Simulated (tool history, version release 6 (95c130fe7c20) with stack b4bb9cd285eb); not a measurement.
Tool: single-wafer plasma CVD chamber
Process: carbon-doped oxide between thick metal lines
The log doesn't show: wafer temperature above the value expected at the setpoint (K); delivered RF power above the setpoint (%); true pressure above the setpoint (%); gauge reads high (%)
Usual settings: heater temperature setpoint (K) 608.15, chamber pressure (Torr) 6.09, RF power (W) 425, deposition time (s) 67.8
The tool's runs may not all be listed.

| run | day | heater temperature setpoint (K) | chamber pressure (Torr) | RF power (W) | deposition time (s) | wafers since the last listed run | hours since the last thermocouple change | hours since the last RF generator calibration | hours since the last manometer calibration | hours since the showerhead was replaced | hours since the gauge calibration | read-back reference wafer on the same gauge, thickness_nm | mean film thickness on the monitor wafer (nm) |
|---|---|---|---|---|---|---|---|---|---|---|---|---|---|
| 1 | 0.000 | 608.15 | 6.09 | 425 | 67.8 | 0 | 2438.3 | 1398.0 | 1125.5 | 3663.5 | 39.2 | 351.414 | 339.341 |
| 2 | 4.367 | 608.15 | 6.09 | 425 | 67.8 | 1814 | 2543.1 | 1502.8 | 1230.3 | 3768.3 | 144.0 | 351.619 | 338.723 |
| 3 | 6.692 | 599.15 | 6.09 | 425 | 67.8 | 966 | 2598.9 | 1558.6 | 1286.1 | 3824.1 | 199.8 | 350.939 | 354.136 |
| 4 | 9.479 | 599.15 | 6.09 | 425 | 67.8 | 1158 | 2665.8 | 1625.5 | 1353.0 | 3891.0 | 266.7 | 351.023 | 347.116 |
| 5 | 11.525 | 608.15 | 6.09 | 425 | 67.8 | 850 | 2714.9 | 1674.6 | 1402.1 | 3940.1 | 315.8 | 351.025 | 339.486 |
| 6 | 15.596 | 608.15 | 6.09 | 425 | 67.8 | 1691 | 2812.6 | 1772.3 | 1499.8 | 4037.8 | 413.5 | 350.968 | 333.714 |
| 7 | 20.088 | 608.15 | 6.09 | 425 | 67.8 | 1866 | 2920.4 | 1880.1 | 1607.6 | 4145.6 | 521.3 | 350.544 | 334.417 |
|  | 21.083 | RF generator calibrated |
| 8 | 23.433 | 608.15 | 6.09 | 425 | 60.4 | 1251 | 3000.7 | 56.4 | 1687.9 | 4225.9 | 601.6 | 350.922 | 313.786 |
|  | 24.000 | thermocouple changed; heater temperature recalibrated |
|  | 26.533 | capacitance manometer re-zeroed and calibrated |
| 9 | 26.554 | 608.15 | 6.09 | 425 | 67.8 | 1019 | 61.3 | 131.3 | 0.5 | 4300.8 | 676.5 | 351.161 | 349.372 |
| 10 | 29.950 | 617.15 | 6.09 | 425 | 60.2 | 1411 | 142.8 | 212.8 | 82.0 | 4382.3 | 758.0 | 351.551 | 299.748 |
|  | 31.446 | showerhead replaced |
| 11 | 31.962 | 599.15 | 6.09 | 425 | 67.8 | 697 | 191.1 | 261.1 | 130.3 | 12.4 | 806.3 | 350.701 | 362.622 |
| 12 | 33.579 | 608.15 | 6.49 | 360 | 67.8 | 671 | 229.9 | 299.9 | 169.1 | 51.2 | 845.1 | 351.309 | 304.886 |
|  | 34.112 | gauge calibrated |
| 13 | 35.104 | 614.15 | 7.13 | 370 | 74.3 | 633 | 266.5 | 336.5 | 205.7 | 87.8 | 23.8 | 351.909 | 334.527 |
| 14 | 36.829 | 602.15 | 4.63 | 490 | 64.1 | 716 | 307.9 | 377.9 | 247.1 | 129.2 | 65.2 | 351.572 | 368.001 |
| 15 | 39.646 | 608.15 | 4.92 | 425 | 56.2 | 1170 | 375.5 | 445.5 | 314.7 | 196.8 | 132.8 | 351.155 | 284.612 |
| 16 | 43.167 | 608.15 | 5.03 | 350 | 73.8 | 1462 | 460.0 | 530.0 | 399.2 | 281.3 | 217.3 | 351.930 | 315.824 |

4 ways to go on from here, each from the tool as it stands after run 16. What would each give?
| A | 43.183 | 603.15 | 6.09 | 425 | 67.8 | 6 | 460.4 | 530.4 | 399.6 | 281.7 | 217.7 | ? | ? |
| B | 43.183 | 608.15 | 6.09 | 490 | 67.8 | 6 | 460.4 | 530.4 | 399.6 | 281.7 | 217.7 | ? | ? |
| C | 43.183 | 608.15 | 7.04 | 505 | 67.8 | 6 | 460.4 | 530.4 | 399.6 | 281.7 | 217.7 | ? | ? |
| D | 43.183 | 608.15 | 5.13 | 350 | 67.8 | 6 | 460.4 | 530.4 | 399.6 | 281.7 | 217.7 | ? | ? |

| run | read-back reference wafer on the same gauge, thickness_nm | mean film thickness on the monitor wafer (nm) |
|---|---|---|
| A | 351.292 | 351.853 |
| B | 351.292 | 387.347 |
| C | 351.292 | 399.747 |
| D | 351.292 | 287.683 |
Without the tool's hidden state the same runs would have given:
| run | mean film thickness on the monitor wafer (nm) |
|---|---|
| A | 357.276 |
| B | 392.482 |
| C | 404.937 |
| D | 292.313 |
